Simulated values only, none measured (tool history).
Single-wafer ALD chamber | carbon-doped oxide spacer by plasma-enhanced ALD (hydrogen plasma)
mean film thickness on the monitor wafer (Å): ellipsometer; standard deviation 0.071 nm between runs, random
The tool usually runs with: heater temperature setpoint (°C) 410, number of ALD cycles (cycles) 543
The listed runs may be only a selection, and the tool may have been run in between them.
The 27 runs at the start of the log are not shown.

run,hour,heater temperature setpoint (°C),number of ALD cycles (cycles),"read-back reference wafer on the same gauge, thickness_nm",mean film thickness on the monitor wafer (Å)
28,1895.8,423,493,21.571,224.05
29,1988.2,415,470,21.561,219.94
30,2044.1,421,631,21.609,290.4
31,2139.7,410,494,21.618,235.12
32,2177.7,424,543,21.598,246.9
33,2274.5,410,543,21.608,260.19
34,2349.6,410,450,21.605,213.58
35,2451.9,403,641,21.603,313.78
36,2518,425,505,21.625,227.94
37,2613,404,626,21.598,305.3
38,2718,424,507,21.596,230.62
39,2817.1,410,543,21.614,259.66
40,2904.6,397,647,21.623,317.89
41,2996.5,402,502,21.607,246.07
42,3046.7,417,629,21.61,292.85
43,3121.5,404,579,21.624,281.41
44,3183.3,410,543,21.611,259.49

5 ways to go on from here, each from the tool as it stands after run 44. What would each give?
A,3184.5,410,543,?,?
B,3184.5,399,641,?,?
C,3184.5,425,636,?,?
D,3184.5,396,478,?,?
E,3184.5,418,543,?,?

run,"read-back reference wafer on the same gauge, thickness_nm",mean film thickness on the monitor wafer (Å)
A,21.595,257.91
B,21.595,313.88
C,21.595,286.11
D,21.595,234.06
E,21.595,250.64
With no hidden state in the tool, these same runs would have given:
run,mean film thickness on the monitor wafer (Å)
A,257.91
B,313.88
C,286.11
D,234.06
E,250.64
